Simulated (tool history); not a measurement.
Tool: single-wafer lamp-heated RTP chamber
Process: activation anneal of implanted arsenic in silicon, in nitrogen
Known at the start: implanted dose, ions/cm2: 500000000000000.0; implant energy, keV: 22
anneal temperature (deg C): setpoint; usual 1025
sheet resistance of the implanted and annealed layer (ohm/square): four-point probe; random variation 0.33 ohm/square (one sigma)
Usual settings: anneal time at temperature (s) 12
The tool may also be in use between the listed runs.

run	hour	anneal temperature (deg C)	anneal time at temperature (s)	read-back reference wafer on the same gauge, sheet resistance	sheet resistance of the implanted and annealed layer (ohm/square)
1	0	1025	12	216.97	220.41
2	14.6	1025	12	217.04	220.17
3	47.9	1025	12	217.07	219.62
# hour 57.8: reflector plate cleaned
4	62.2	1025	12	217.03	220.05
5	89.8	1025	12	216.97	219.23
6	155.4	1025	12	217.02	219.47
7	177.5	1025	12	216.95	219.44
8	203.1	1025	12	217.06	218.43
9	233.2	1025	12	216.99	219.19
# hour 257.5: pyrometer window cleaned and pyrometer calibrated
10	259.9	1025	12	217.11	219.48
11	275.6	1025	12	217.05	219.64
# hour 290.2: reflector plate cleaned
12	292.4	1025	12	216.98	219.93
13	318	1025	16	217.03	218.23
14	352.1	1025	16	216.97	217.54
15	372.9	1041	12	216.99	216.7
16	397.3	1025	12	216.96	219.52
17	424.1	1013	18	216.96	218.99
18	459	1004	8	216.94	223.94
19	480	1010	9	216.93	222.35
20	511.6	1025	12	217	218.8
# hour 529.1: pyrometer window cleaned and pyrometer calibrated
# hour 537.6: reflector plate cleaned
21	538.1	1005	9	217.1	223.75
22	558.8	1025	12	216.94	219.51
# hour 583.2: gauge calibrated
23	588.5	1049	12	217.01	215.92
24	608.2	997	6	217	225.68
25	629.8	1036	17	216.94	215.39
26	652.4	1004	8	216.97	224.26
27	668.9	1025	12	217.03	218.63
28	690.6	1055	16	216.95	212.02
29	713.9	1002	14	216.88	221.19
30	728.6	1025	12	217.09	218.6
# hour 753.7: reflector plate cleaned
31	754.2	1049	18	217.1	211.87
32	775.4	1017	7	216.96	222.55
33	796.6	1016	9	217	221.47

4 ways to go on from here, each from the tool as it stands after run 33. What would each give?
A	797	1017	12	?	?
B	797	999	18	?	?
C	797	1053	8	?	?
D	797	1003	12	?	?

run	read-back reference wafer on the same gauge, sheet resistance	sheet resistance of the implanted and annealed layer (ohm/square)
A	216.99	218.84
B	216.99	218.87
C	216.99	216.35
D	216.99	220.6
Without the tool's hidden state the same runs would have given:
run	sheet resistance of the implanted and annealed layer (ohm/square)
A	220.51
B	220.44
C	218.26
D	222.07
